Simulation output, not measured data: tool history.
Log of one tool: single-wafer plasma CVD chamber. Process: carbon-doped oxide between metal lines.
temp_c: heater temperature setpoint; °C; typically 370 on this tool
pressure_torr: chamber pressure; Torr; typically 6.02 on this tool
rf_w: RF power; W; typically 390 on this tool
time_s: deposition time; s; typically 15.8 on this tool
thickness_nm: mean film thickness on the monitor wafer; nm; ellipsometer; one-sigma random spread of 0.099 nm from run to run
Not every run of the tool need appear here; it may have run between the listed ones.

run   hour  temp_c  pressure_torr  rf_w  time_s  wafers since the last listed run  hours since the last thermocouple change  hours since the last RF generator calibration  hours since the last manometer calibration  hours since the showerhead was replaced  hours since the gauge calibration  read-back reference wafer on the same gauge, thickness_nm  thickness_nm
  1      0     370           6.02   390    15.8                                 0                                    1663.6                                          891.5                                      1972.9                                   6564.1                               51.5                                                     67.394        62.635
  2    7.4     370           6.02   390    15.8                               326                                      1671                                          898.9                                      1980.3                                   6571.5                               58.9                                                     67.396        62.582
  3   16.6     370           5.27   390    14.3                               406                                    1680.2                                          908.1                                      1989.5                                   6580.7                               68.1                                                     67.429        55.578
  4   24.5     370           6.81   390    15.8                               349                                    1688.1                                            916                                      1997.4                                   6588.6                                 76                                                     67.386        63.586
  5   31.9     370           6.02   390    15.8                               326                                    1695.5                                          923.4                                      2004.8                                     6596                               83.4                                                      67.42        62.638
  6   38.8     370           6.02   390    15.8                               304                                    1702.4                                          930.3                                      2011.7                                   6602.9                               90.3                                                     67.375        62.739
  7   51.7     370           6.02   390    15.8                               569                                    1715.3                                          943.2                                      2024.6                                   6615.8                              103.2                                                     67.441        62.598
  8   66.9     370           6.02   390    15.8                               671                                    1730.5                                          958.4                                      2039.8                                     6631                              118.4                                                      67.38        62.649
      84.2  -- RF generator calibrated
      85.2  -- thermocouple changed; heater temperature recalibrated
  9   85.7     370           6.02   390    15.8                               432                                       0.5                                            1.5                                      2058.6                                   6649.8                              137.2                                                     67.392        65.674
 10  100.1     370           6.02   390    15.8                               636                                      14.9                                           15.9                                        2073                                   6664.2                              151.6                                                     67.395        65.481
 11  109.5     379           6.02   390    15.8                               415                                      24.3                                           25.3                                      2082.4                                   6673.6                                161                                                     67.404         64.09
 12  120.8     370           6.02   390    15.8                               499                                      35.6                                           36.6                                      2093.7                                   6684.9                              172.3                                                     67.401        65.431
     139.1  -- showerhead replaced
 13  139.6     370           6.02   390    17.2                               477                                      54.4                                           55.4                                      2112.5                                      0.5                              191.1                                                     67.395        70.963
 14    148     370           6.02   390    15.8                               371                                      62.8                                           63.8                                      2120.9                                      8.9                              199.5                                                      67.38         65.24
 15  156.8     370           6.66   435    15.8                               388                                      71.6                                           72.6                                      2129.7                                     17.7                              208.3                                                     67.424        70.093
 16    171     370           6.02   390    15.8                               627                                      85.8                                           86.8                                      2143.9                                     31.9                              222.5                                                     67.412        65.007
     180.4  -- capacitance manometer re-zeroed and calibrated
 17  180.9     370           6.02   390    15.8                                83                                      95.7                                           96.7                                         0.5                                     41.8                              232.4                                                     67.402        64.873
 18  185.5     370           6.02   390    15.8                               203                                     100.3                                          101.3                                         5.1                                     46.4                                237                                                     67.384        64.743
 19  201.9     370           6.02   390    18.9                               724                                     116.7                                          117.7                                        21.5                                     62.8                              253.4                                                     67.396        77.157
     209.1  -- gauge calibrated
 20    218     370           6.02   335    15.8                               711                                     132.8                                          133.8                                        37.6                                     78.9                                8.9                                                     67.427        59.082
 21  231.8     359           6.02   460    18.4                               609                                     146.6                                          147.6                                        51.4                                     92.7                               22.7                                                      67.41        84.857
 22  242.4     359           5.58   425    18.7                               468                                     157.2                                          158.2                                          62                                    103.3                               33.3                                                     67.405        81.124
 23    257     370           6.02   390    15.8                               645                                     171.8                                          172.8                                        76.6                                    117.9                               47.9                                                     67.423        64.397
 24  279.9     370           6.45   390    15.8                              1011                                     194.7                                          195.7                                        99.5                                    140.8                               70.8                                                     67.373        64.849

Consider 5 possible next runs. They are alternatives, not a sequence: every one starts from the tool as it was left by run 24. What does each give?
  A  280.3     370           6.02   390    15.8                                17                                     195.1                                          196.1                                        99.9                                    141.2                               71.2                                                          ?             ?
  B  280.3     370           6.02   390    17.7                                17                                     195.1                                          196.1                                        99.9                                    141.2                               71.2                                                          ?             ?
  C  280.3     364           6.02   430    15.8                                17                                     195.1                                          196.1                                        99.9                                    141.2                               71.2                                                          ?             ?
  D  280.3     370           6.02   440    15.8                                17                                     195.1                                          196.1                                        99.9                                    141.2                               71.2                                                          ?             ?
  E  280.3     370           6.92   430    13.1                                17                                     195.1                                          196.1                                        99.9                                    141.2                               71.2                                                          ?             ?

run  read-back reference wafer on the same gauge, thickness_nm  thickness_nm
  A                                                     67.412        64.172
  B                                                     67.412        71.749
  C                                                     67.412        68.919
  D                                                     67.412        68.995
  E                                                     67.412        57.466
Had the tool no hidden state, the same runs would have come out as:
run  thickness_nm
  A        65.623
  B        73.371
  C        70.445
  D        70.523
  E        58.738

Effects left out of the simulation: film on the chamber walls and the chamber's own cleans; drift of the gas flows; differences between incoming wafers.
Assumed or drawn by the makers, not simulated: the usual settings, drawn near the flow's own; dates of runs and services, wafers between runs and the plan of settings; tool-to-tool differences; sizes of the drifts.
